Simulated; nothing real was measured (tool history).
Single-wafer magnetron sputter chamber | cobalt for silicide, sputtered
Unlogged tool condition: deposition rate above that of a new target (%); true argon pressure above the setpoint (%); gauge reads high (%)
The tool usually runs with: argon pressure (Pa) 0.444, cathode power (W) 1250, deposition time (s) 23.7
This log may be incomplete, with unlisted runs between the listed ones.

run	hour	argon pressure (Pa)	cathode power (W)	deposition time (s)	wafers since the last listed run	wafers on the sputter target	hours since the last manometer calibration	hours since the magnet pack was replaced	hours since the gauge calibration	read-back reference wafer on the same gauge, thickness_nm	mean film thickness on the monitor wafer (Å)
1	0	0.525	1250	23.7	0	3797	2189.6	3477.8	1687.9	14.7	129
2	37.5	0.444	1250	23.7	1346	5144	2227.1	3515.3	1725.4	14.711	132.17
3	64.2	0.444	1200	23.7	958	6103	2253.8	3542	1752.1	14.706	128.96
4	130.6	0.444	1200	23.7	2384	8488	2320.2	3608.4	1818.5	14.694	128.12
5	177.8	0.444	1200	23.7	1695	10183	2367.4	3655.6	1865.7	14.716	127.28
6	236.4	0.566	1150	23.7	2104	12287	2426	3714.2	1924.3	14.693	117.07
# hour 249.3: capacitance manometer re-zeroed and calibrated
# hour 310.9: sputter target and shields replaced
7	311.4	0.444	1250	23.7	2118	17	62.1	3789.2	1999.3	14.694	134.61
8	338.7	0.531	1250	23.7	980	997	89.4	3816.5	2026.6	14.711	130.11
9	391.2	0.531	1250	23.7	1885	2883	141.9	3869	2079.1	14.698	130.2
10	439.4	0.531	1250	23.7	1731	4614	190.1	3917.2	2127.3	14.692	129.25
11	510.3	0.444	1050	23.7	2546	7160	261	3988.1	2198.2	14.705	115.33
12	555.8	0.444	1250	25.7	1634	8794	306.5	4033.6	2243.7	14.671	142.87
# hour 609.5: gauge calibrated
13	619.4	0.444	1400	19.7	2284	11078	370.1	4097.2	9.9	14.703	118.92
14	660.5	0.566	1150	23.7	1476	12554	411.2	4138.3	51	14.713	117.07
15	715.4	0.384	1550	23.7	1971	14526	466.1	4193.2	105.9	14.697	157.68
# hour 764.3: sputter target and shields replaced
16	764.8	0.444	950	28.2	1486	16	515.5	4242.6	155.3	14.704	130.86
17	790.9	0.496	950	21.5	937	954	541.6	4268.7	181.4	14.695	97.24
18	846.8	0.444	1250	23.7	2007	2961	597.5	4324.6	237.3	14.697	134.13
19	873	0.444	1100	23.7	940	3902	623.7	4350.8	263.5	14.699	120.96
# hour 901.9: magnet pack replaced
20	934.5	0.361	1250	20.4	1921	5824	685.2	32.6	325	14.693	117.67
21	974.9	0.341	1450	27.5	1450	7275	725.6	73	365.4	14.698	180.09
22	1044.1	0.575	1250	27	2485	9760	794.8	142.2	434.6	14.684	141.98
23	1111.2	0.369	1250	27.2	2409	12170	861.9	209.3	501.7	14.706	153.32
24	1147.2	0.444	1250	23.7	1292	13463	897.9	245.3	537.7	14.699	130.01
25	1171.5	0.372	1250	22.3	872	14336	922.2	269.6	562	14.691	125.77
# hour 1208.5: sputter target and shields replaced
26	1228.8	0.444	1250	23.7	1770	727	979.5	326.9	619.3	14.708	134.09
27	1300.2	0.444	1250	26.7	2564	3292	1050.9	398.3	690.7	14.685	151.38
28	1371.8	0.444	1250	23.7	2571	5863	1122.5	469.9	762.3	14.693	132.25
29	1413.3	0.523	1250	21.4	1490	7354	1164	511.4	803.8	14.69	115.1
30	1469.1	0.394	1250	23.7	2004	9358	1219.8	567.2	859.6	14.692	134.22
31	1495.4	0.444	1250	23.7	944	10302	1246.1	593.5	885.9	14.682	131.08
32	1550.6	0.34	1400	20.9	1982	12285	1301.3	648.7	941.1	14.688	129.52
33	1596.9	0.444	1350	27.7	1662	13948	1347.6	695	987.4	14.695	160.13
# hour 1651.8: sputter target and shields replaced
34	1652.3	0.521	1250	23.7	1702	16	1403	750.4	1042.8	14.685	131.87
35	1705.5	0.444	1250	20.4	1910	1927	1456.2	803.6	1096	14.683	115.76

What differs in the tool's unlogged condition from the final listed run ahead of each entry between runs to the first listed run following it?
Between runs 6 and 7: capacitance manometer re-zeroed and calibrated (hour 249.3); sputter target and shields replaced (hour 310.9)
  deposition rate above that of a new target (%): -3.65 -> -0.119
  measured minus no-state result, mean film thickness on the monitor wafer (Å): -4.43 -> -0.16
Between runs 12 and 13: gauge calibrated (hour 609.5)
  deposition rate above that of a new target (%): -2.52 -> -3.15
  measured minus no-state result, mean film thickness on the monitor wafer (Å): -3.69 -> -3.87
Between runs 15 and 16: sputter target and shields replaced (hour 764.3)
  deposition rate above that of a new target (%): -4.09 -> -0.294
  measured minus no-state result, mean film thickness on the monitor wafer (Å): -6.73 -> -0.38
Between runs 19 and 20: magnet pack replaced (hour 901.9)
  deposition rate above that of a new target (%): -1.36 -> -1.96
  measured minus no-state result, mean film thickness on the monitor wafer (Å): -1.67 -> -2.35
Between runs 25 and 26: sputter target and shields replaced (hour 1208.5)
  deposition rate above that of a new target (%): -4.29 -> -0.902
  measured minus no-state result, mean film thickness on the monitor wafer (Å): -5.65 -> -1.22
Between runs 33 and 34: sputter target and shields replaced (hour 1651.8)
  deposition rate above that of a new target (%): -4.52 -> -0.112
  measured minus no-state result, mean film thickness on the monitor wafer (Å): -7.58 -> -0.15
